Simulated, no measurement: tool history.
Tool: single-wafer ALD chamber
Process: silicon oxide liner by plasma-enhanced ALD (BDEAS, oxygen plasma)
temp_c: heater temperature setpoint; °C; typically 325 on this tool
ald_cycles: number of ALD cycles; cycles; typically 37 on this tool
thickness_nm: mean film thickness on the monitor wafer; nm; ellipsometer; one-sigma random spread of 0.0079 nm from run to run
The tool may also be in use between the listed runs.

run,hour,temp_c,ald_cycles,wafers since the last listed run,hours since the last thermocouple change,hours since the gauge calibration,"read-back reference wafer on the same gauge, thickness_nm",thickness_nm
1,0.0,325,37,0,1002.1,135.8,2.875,3.161
2,17.0,325,37,100,1019.1,152.8,2.872,3.158
3,33.7,325,37,98,1035.8,169.5,2.871,3.156
4,67.6,325,37,199,1069.7,203.4,2.861,3.136
5,89.0,325,37,126,1091.1,224.8,2.858,3.143
# hour 97.0: gauge calibrated
6,104.5,336,34,91,1106.6,7.5,2.882,2.871
# hour 138.6: thermocouple changed; heater temperature recalibrated
7,139.1,325,37,156,0.5,42.1,2.879,3.163
8,153.7,325,37,86,15.1,56.7,2.879,3.161
9,171.8,325,37,106,33.2,74.8,2.875,3.149
10,190.2,330,37,108,51.6,93.2,2.877,3.134
11,218.6,320,40,167,80.0,121.6,2.875,3.439
12,240.3,325,42,127,101.7,143.3,2.871,3.589
13,270.8,325,40,179,132.2,173.8,2.867,3.404

For run 14, what comes out?
14,287.2,333,34,96,148.6,190.2,?,?

Run 14 yielded read-back reference wafer on the same gauge, thickness_nm 2.862, thickness_nm 2.846 nm.
Take away the tool's hidden state, keep the run-to-run variation as it was, and the same run would have given thickness_nm 2.863 nm.
